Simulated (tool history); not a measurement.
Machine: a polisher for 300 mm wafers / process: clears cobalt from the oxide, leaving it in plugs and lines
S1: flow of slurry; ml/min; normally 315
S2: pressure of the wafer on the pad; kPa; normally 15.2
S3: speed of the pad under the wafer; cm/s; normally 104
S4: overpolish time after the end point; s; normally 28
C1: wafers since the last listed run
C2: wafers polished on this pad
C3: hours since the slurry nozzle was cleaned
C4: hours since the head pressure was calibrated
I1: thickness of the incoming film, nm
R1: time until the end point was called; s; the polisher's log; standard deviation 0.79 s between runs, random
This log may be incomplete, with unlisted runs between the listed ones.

run 1 hour=0.0 | S1=315 S2=15.2 S3=104 S4=28 | C1=0 C2=784 C3=270.1 C4=501.4 | I1=351.2 | R1=76.3
run 2 hour=106.8 | S1=315 S2=15.2 S3=104 S4=28 | C1=827 C2=1611 C3=376.9 C4=608.2 | I1=349.5 | R1=76.1
run 3 hour=149.0 | S1=315 S2=15.2 S3=104 S4=28 | C1=326 C2=1938 C3=419.1 C4=650.4 | I1=351.2 | R1=75.6
-- hour=250.6 slurry nozzle cleaned
run 4 hour=322.4 | S1=315 S2=15.2 S3=104 S4=41 | C1=1335 C2=3273 C3=71.8 C4=823.8 | I1=350.1 | R1=75.5
run 5 hour=374.7 | S1=315 S2=15.2 S3=104 S4=41 | C1=404 C2=3678 C3=124.1 C4=876.1 | I1=353.8 | R1=77.0
run 6 hour=458.8 | S1=315 S2=18.6 S3=76 S4=28 | C1=651 C2=4329 C3=208.2 C4=960.2 | I1=353.2 | R1=85.6
-- hour=496.0 worn pad replaced by a new one
run 7 hour=510.0 | S1=315 S2=18.6 S3=76 S4=28 | C1=365 C2=108 C3=259.4 C4=1011.4 | I1=353.2 | R1=85.3
run 8 hour=588.7 | S1=315 S2=15.2 S3=92 S4=28 | C1=609 C2=718 C3=338.1 C4=1090.1 | I1=351.9 | R1=87.6
-- hour=641.2 head pressure recalibrated
run 9 hour=861.4 | S1=315 S2=15.2 S3=92 S4=28 | C1=2096 C2=2814 C3=610.8 C4=220.2 | I1=348.8 | R1=85.0
-- hour=886.6 slurry nozzle cleaned
run 10 hour=937.8 | S1=315 S2=15.2 S3=92 S4=28 | C1=583 C2=3398 C3=51.2 C4=296.6 | I1=347.0 | R1=85.0
run 11 hour=1021.4 | S1=315 S2=15.2 S3=104 S4=28 | C1=647 C2=4045 C3=134.8 C4=380.2 | I1=343.8 | R1=74.7
-- hour=1044.9 worn pad replaced by a new one
run 12 hour=1111.8 | S1=355 S2=15.2 S3=104 S4=28 | C1=669 C2=518 C3=225.2 C4=470.6 | I1=344.3 | R1=75.7
run 13 hour=1193.7 | S1=315 S2=15.2 S3=104 S4=28 | C1=634 C2=1152 C3=307.1 C4=552.5 | I1=346.9 | R1=76.0
run 14 hour=1294.4 | S1=315 S2=15.2 S3=104 S4=28 | C1=779 C2=1932 C3=407.8 C4=653.2 | I1=348.6 | R1=77.0
run 15 hour=1355.7 | S1=315 S2=15.2 S3=104 S4=28 | C1=474 C2=2406 C3=469.1 C4=714.5 | I1=349.9 | R1=75.7
run 16 hour=1428.1 | S1=315 S2=15.2 S3=104 S4=28 | C1=560 C2=2967 C3=541.5 C4=786.9 | I1=347.3 | R1=77.1
-- hour=1441.6 slurry nozzle cleaned
run 17 hour=1486.9 | S1=215 S2=20.7 S3=90 S4=36 | C1=447 C2=3415 C3=45.3 C4=845.7 | I1=352.5 | R1=66.7
-- hour=1518.1 worn pad replaced by a new one, of another model than before
run 18 hour=1549.1 | S1=345 S2=18.6 S3=104 S4=44 | C1=450 C2=239 C3=107.5 C4=907.9 | I1=351.1 | R1=66.0
run 19 hour=1607.3 | S1=315 S2=15.2 S3=122 S4=28 | C1=450 C2=690 C3=165.7 C4=966.1 | I1=345.4 | R1=66.8
run 20 hour=1649.2 | S1=315 S2=15.2 S3=104 S4=43 | C1=324 C2=1014 C3=207.6 C4=1008.0 | I1=351.1 | R1=75.7
run 21 hour=1721.2 | S1=285 S2=12.4 S3=104 S4=28 | C1=557 C2=1572 C3=279.6 C4=1080.0 | I1=352.5 | R1=86.9
run 22 hour=1779.0 | S1=315 S2=15.2 S3=104 S4=28 | C1=447 C2=2020 C3=337.4 C4=1137.8 | I1=342.7 | R1=72.3
-- hour=1805.0 head pressure recalibrated
run 23 hour=1854.9 | S1=395 S2=11.0 S3=136 S4=19 | C1=572 C2=2592 C3=413.3 C4=49.9 | I1=351.3 | R1=69.0
run 24 hour=1946.8 | S1=315 S2=17.9 S3=128 S4=28 | C1=711 C2=3303 C3=505.2 C4=141.8 | I1=352.8 | R1=55.7
-- hour=1990.4 worn pad replaced by a new one
run 25 hour=2044.7 | S1=415 S2=17.9 S3=134 S4=22 | C1=727 C2=420 C3=603.1 C4=239.7 | I1=353.3 | R1=54.1
-- hour=2048.6 slurry nozzle cleaned
run 26 hour=2106.5 | S1=315 S2=15.2 S3=104 S4=28 | C1=470 C2=891 C3=57.9 C4=301.5 | I1=349.8 | R1=74.3
run 27 hour=2177.8 | S1=315 S2=15.2 S3=104 S4=39 | C1=552 C2=1443 C3=129.2 C4=372.8 | I1=343.0 | R1=73.2
run 28 hour=2272.3 | S1=315 S2=15.2 S3=104 S4=28 | C1=731 C2=2175 C3=223.7 C4=467.3 | I1=346.3 | R1=73.0
run 29 hour=2311.5 | S1=260 S2=15.2 S3=104 S4=44 | C1=303 C2=2478 C3=262.9 C4=506.5 | I1=354.8 | R1=77.3
run 30 hour=2381.3 | S1=315 S2=13.1 S3=104 S4=13 | C1=540 C2=3019 C3=332.7 C4=576.3 | I1=351.6 | R1=82.1
run 31 hour=2432.2 | S1=315 S2=15.2 S3=104 S4=28 | C1=394 C2=3413 C3=383.6 C4=627.2 | I1=350.5 | R1=75.2
-- hour=2508.5 worn pad replaced by a new one
run 32 hour=2513.0 | S1=315 S2=15.2 S3=104 S4=28 | C1=594 C2=34 C3=464.4 C4=708.0 | I1=342.9 | R1=73.2
run 33 hour=2620.8 | S1=240 S2=13.1 S3=120 S4=28 | C1=834 C2=869 C3=572.2 C4=815.8 | I1=355.3 | R1=79.0

For each run, what was the tool's unlogged condition?
removal rate lost through wear of the pad, %: 0 in every run
slurry flow missing at the pad, %: 0 in every run
H1: deviation of the head's pressure from its setpoint, %
run=1 H1=-4.95
run=2 H1=-5.41
run=3 H1=-5.56
run=4 H1=-6
run=5 H1=-6.1
run=6 H1=-6.23
run=7 H1=-6.29
run=8 H1=-6.37
run=9 H1=-3.68
run=10 H1=-4.44
run=11 H1=-5.11
run=12 H1=-5.67
run=13 H1=-6.07
run=14 H1=-6.45
run=15 H1=-6.63
run=16 H1=-6.81
run=17 H1=-6.92
run=18 H1=-7.03
run=19 H1=-7.12
run=20 H1=-7.17
run=21 H1=-7.24
run=22 H1=-7.3
run=23 H1=-0.804
run=24 H1=-2.26
run=25 H1=-3.45
run=26 H1=-4.04
run=27 H1=-4.61
run=28 H1=-5.21
run=29 H1=-5.41
run=30 H1=-5.72
run=31 H1=-5.91
run=32 H1=-6.17
run=33 H1=-6.42
